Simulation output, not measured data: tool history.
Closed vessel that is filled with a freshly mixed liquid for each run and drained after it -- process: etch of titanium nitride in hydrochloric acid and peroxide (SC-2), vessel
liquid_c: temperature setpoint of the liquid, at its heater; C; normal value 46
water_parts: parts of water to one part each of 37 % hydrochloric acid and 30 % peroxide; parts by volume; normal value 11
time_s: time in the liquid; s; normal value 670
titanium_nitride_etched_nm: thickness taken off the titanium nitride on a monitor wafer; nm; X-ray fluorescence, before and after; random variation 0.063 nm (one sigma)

| run | day | liquid_c | water_parts | time_s | read-back film thickness of the titanium nitride reference wafer, read on the same gauge (nm) | titanium_nitride_etched_nm |
|---|---|---|---|---|---|---|
| 1 | 0 | 43 | 11 | 670 | 80.01 | 10.53 |
| 2 | 1.242 | 43 | 11 | 670 | 79.97 | 10.47 |
| 3 | 2.525 | 46 | 11 | 670 | 80.03 | 13.03 |
|  | 2.633 | gauge calibrated |
| 4 | 3.192 | 46 | 11 | 670 | 80.02 | 12.99 |
| 5 | 3.8 | 46 | 15 | 670 | 80 | 9.99 |
| 6 | 4.95 | 46 | 15 | 670 | 80 | 10.02 |
| 7 | 6.067 | 46 | 11 | 670 | 79.99 | 13.08 |
| 8 | 6.917 | 42.5 | 11 | 670 | 80.01 | 10.3 |
| 9 | 7.421 | 48.5 | 12 | 670 | 80.01 | 14.53 |
| 10 | 8.562 | 48.5 | 12 | 670 | 80 | 14.45 |
| 11 | 9.575 | 48.5 | 12 | 670 | 80.01 | 14.52 |
| 12 | 10.858 | 46 | 11 | 670 | 80 | 13.18 |
| 13 | 14.604 | 46 | 11 | 670 | 79.99 | 13.46 |
| 14 | 15.621 | 46 | 11 | 355 | 80.03 | 7.07 |
|  | 16.021 | new drum of peroxide connected |
| 15 | 16.242 | 46 | 11 | 670 | 80 | 13.38 |
|  | 16.7 | thermometer replaced |
| 16 | 17.5 | 46 | 11 | 670 | 79.97 | 13.51 |
| 17 | 18.175 | 38 | 7.5 | 670 | 80 | 10.45 |
| 18 | 19.275 | 46 | 14 | 810 | 80 | 13.27 |
| 19 | 19.838 | 37 | 11 | 670 | 80 | 7.2 |
|  | 20.329 | gauge calibrated |
| 20 | 20.592 | 46 | 11 | 670 | 79.99 | 13.39 |
|  | 21.088 | chemicals flow meter replaced |
| 21 | 21.871 | 38.5 | 11 | 995 | 79.98 | 11.06 |
| 22 | 22.633 | 48.5 | 12 | 670 | 80.02 | 13.92 |
| 23 | 23.212 | 46 | 11 | 1060 | 79.99 | 19.91 |
| 24 | 24.179 | 55 | 14 | 670 | 80.01 | 18.53 |
| 25 | 25.429 | 54.5 | 11 | 670 | 79.99 | 22.36 |
| 26 | 26.271 | 46 | 14.5 | 500 | 79.99 | 7.41 |
| 27 | 26.825 | 42 | 11 | 670 | 80 | 9.63 |

Estimate the outcome of run 28 from the log above:
| 28 | 28.3 | 52.5 | 11 | 670 | ? | ? |

read-back film thickness of the titanium nitride reference wafer, read on the same gauge (nm): 80.02
titanium_nitride_etched_nm: 19.66 nm
Were there no unlogged condition in the tool, this run, its random variation unchanged, would have produced titanium_nitride_etched_nm 19.23 nm.
